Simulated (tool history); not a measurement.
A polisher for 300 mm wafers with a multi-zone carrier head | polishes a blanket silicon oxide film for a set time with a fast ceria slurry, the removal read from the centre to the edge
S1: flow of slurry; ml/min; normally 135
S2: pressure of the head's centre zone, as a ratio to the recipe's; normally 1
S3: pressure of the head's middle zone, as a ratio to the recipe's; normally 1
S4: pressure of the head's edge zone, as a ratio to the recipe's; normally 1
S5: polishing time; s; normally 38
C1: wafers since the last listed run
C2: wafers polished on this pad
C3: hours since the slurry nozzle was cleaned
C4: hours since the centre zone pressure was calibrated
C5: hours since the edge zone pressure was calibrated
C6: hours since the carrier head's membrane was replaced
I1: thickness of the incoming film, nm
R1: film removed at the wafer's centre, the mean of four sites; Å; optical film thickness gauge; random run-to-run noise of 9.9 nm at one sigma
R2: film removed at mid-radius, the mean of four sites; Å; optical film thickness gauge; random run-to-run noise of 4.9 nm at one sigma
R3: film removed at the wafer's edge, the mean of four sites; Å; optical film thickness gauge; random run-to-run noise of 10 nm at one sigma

run 1 day=0 | S1=135 S2=1 S3=1 S4=1 S5=38 | C1=0 C2=49 C3=463.3 C4=1120.3 C5=34.7 C6=1271.6 | I1=2933.4 | R1=6761 R2=6864 R3=6986
run 2 day=0.325 | S1=165 S2=1 S3=1 S4=1 S5=38 | C1=74 C2=124 C3=471.1 C4=1128.1 C5=42.5 C6=1279.4 | I1=2878.7 | R1=6805 R2=7091 R3=7161
run 3 day=0.954 | S1=135 S2=1 S3=1.04 S4=1.08 S5=49 | C1=144 C2=269 C3=486.2 C4=1143.2 C5=57.6 C6=1294.5 | I1=2967.4 | R1=8766 R2=8941 R3=9344
run 4 day=1.65 | S1=135 S2=1 S3=1.05 S4=1 S5=32 | C1=160 C2=429 C3=502.9 C4=1159.9 C5=74.3 C6=1311.2 | I1=2967.9 | R1=5527 R2=5930 R3=5590
-- day=1.946 carrier head's membrane replaced by a new one
run 5 day=2.088 | S1=135 S2=1 S3=1 S4=1 S5=38 | C1=52 C2=482 C3=513.4 C4=1170.4 C5=84.8 C6=3.4 | I1=2897.9 | R1=6612 R2=6753 R3=6702
run 6 day=2.462 | S1=135 S2=1 S3=1 S4=1 S5=38 | C1=86 C2=568 C3=522.4 C4=1179.4 C5=93.8 C6=12.4 | I1=2968.5 | R1=6452 R2=6624 R3=6765
run 7 day=3.183 | S1=135 S2=1 S3=0.92 S4=1 S5=38 | C1=165 C2=734 C3=539.7 C4=1196.7 C5=111.1 C6=29.7 | I1=2913.3 | R1=6384 R2=6174 R3=6546
run 8 day=3.858 | S1=125 S2=1 S3=1 S4=1 S5=38 | C1=155 C2=890 C3=555.9 C4=1212.9 C5=127.3 C6=45.9 | I1=2918.3 | R1=6338 R2=6507 R3=6584
run 9 day=4.421 | S1=135 S2=1.04 S3=1 S4=1.06 S5=38 | C1=129 C2=1019 C3=569.4 C4=1226.4 C5=140.8 C6=59.4 | I1=2932.8 | R1=6831 R2=6537 R3=6822
-- day=4.888 worn pad replaced by a new one
run 10 day=6.312 | S1=135 S2=0.91 S3=1 S4=0.88 S5=41 | C1=397 C2=327 C3=614.8 C4=1271.8 C5=186.2 C6=104.8 | I1=2927.7 | R1=6436 R2=7164 R3=6947
-- day=6.412 slurry nozzle cleaned
run 11 day=8.271 | S1=135 S2=1 S3=1 S4=1 S5=38 | C1=441 C2=768 C3=44.6 C4=1318.8 C5=233.2 C6=151.8 | I1=2925.9 | R1=6395 R2=6602 R3=6625
run 12 day=8.658 | S1=135 S2=0.91 S3=1 S4=0.88 S5=41 | C1=89 C2=858 C3=53.9 C4=1328.1 C5=242.5 C6=161.1 | I1=2968.8 | R1=6247 R2=7107 R3=6579
run 13 day=8.925 | S1=105 S2=1 S3=1 S4=1 S5=38 | C1=61 C2=919 C3=60.3 C4=1334.5 C5=248.9 C6=167.5 | I1=2891.2 | R1=5968 R2=6165 R3=6304
-- day=9.229 centre zone pressure recalibrated
run 14 day=9.25 | S1=135 S2=1.06 S3=1 S4=1 S5=34 | C1=55 C2=975 C3=68.1 C4=0.5 C5=256.7 C6=175.3 | I1=2929.2 | R1=6083 R2=5870 R3=5926
-- day=9.858 worn pad replaced by a new one
run 15 day=9.95 | S1=95 S2=0.96 S3=0.92 S4=0.95 S5=38 | C1=122 C2=21 C3=84.9 C4=17.3 C5=273.5 C6=192.1 | I1=2942.5 | R1=5885 R2=5957 R3=6455
run 16 day=10.604 | S1=135 S2=1 S3=1 S4=1 S5=38 | C1=150 C2=171 C3=100.6 C4=33 C5=289.2 C6=207.8 | I1=2918.1 | R1=6652 R2=6833 R3=6716
run 17 day=11.267 | S1=135 S2=0.96 S3=1 S4=1 S5=38 | C1=152 C2=324 C3=116.5 C4=48.9 C5=305.1 C6=223.7 | I1=2896.5 | R1=6314 R2=6723 R3=6643
run 18 day=11.742 | S1=165 S2=1 S3=1 S4=1 S5=38 | C1=109 C2=433 C3=127.9 C4=60.3 C5=316.5 C6=235.1 | I1=2923.4 | R1=6909 R2=7063 R3=6801
run 19 day=12.242 | S1=135 S2=1 S3=1 S4=1.09 S5=32 | C1=115 C2=548 C3=139.9 C4=72.3 C5=328.5 C6=247.1 | I1=2903.1 | R1=5404 R2=5670 R3=5874
run 20 day=12.742 | S1=135 S2=1 S3=1 S4=1 S5=38 | C1=115 C2=663 C3=151.9 C4=84.3 C5=340.5 C6=259.1 | I1=2900.1 | R1=6495 R2=6553 R3=6649
run 21 day=13.138 | S1=115 S2=0.94 S3=1 S4=1 S5=38 | C1=91 C2=754 C3=161.4 C4=93.8 C5=350 C6=268.6 | I1=2933.3 | R1=5851 R2=6364 R3=6581
run 22 day=13.733 | S1=135 S2=1.06 S3=1 S4=1.06 S5=38 | C1=137 C2=892 C3=175.7 C4=108.1 C5=364.3 C6=282.9 | I1=2960.5 | R1=6772 R2=6581 R3=6666
run 23 day=14.45 | S1=135 S2=0.93 S3=0.96 S4=0.94 S5=29 | C1=164 C2=1057 C3=192.9 C4=125.3 C5=381.5 C6=300.1 | I1=2892.9 | R1=4591 R2=4886 R3=4970

Describe how what the log doesn't record of the tool's condition differs between the last listed run preceding each entry between runs and the first listed run following it.
In the gap between runs 4 and 5: carrier head's membrane replaced by a new one (day 1.946)
  removal rate lost through wear of the pad, %: 4 -> 4.42
  what was measured, less what the result would be without the hidden state, R1: -230 -> -306 Å; R2: -246 -> -313 Å; R3: -232 -> -310 Å
In the gap between runs 9 and 10: worn pad replaced by a new one (day 4.888)
  removal rate lost through wear of the pad, %: 5.51 -> 3.78
  what was measured, less what the result would be without the hidden state, R1: -399 -> -253 Å; R2: -381 -> -281 Å; R3: -398 -> -273 Å
In the gap between runs 10 and 11: slurry nozzle cleaned (day 6.412)
  removal rate lost through wear of the pad, %: 3.78 -> 5.44
  what was measured, less what the result would be without the hidden state, R1: -253 -> -368 Å; R2: -281 -> -380 Å; R3: -273 -> -381 Å
In the gap between runs 13 and 14: centre zone pressure recalibrated (day 9.229)
  removal rate lost through wear of the pad, %: 5.69 -> 5.78
  what was measured, less what the result would be without the hidden state, R1: -360 -> -373 Å; R2: -372 -> -360 Å; R3: -381 -> -363 Å
In the gap between runs 14 and 15: worn pad replaced by a new one (day 9.858)
  removal rate lost through wear of the pad, %: 5.78 -> 0.75
  what was measured, less what the result would be without the hidden state, R1: -373 -> -44 Å; R2: -360 -> -45 Å; R3: -363 -> -49 Å
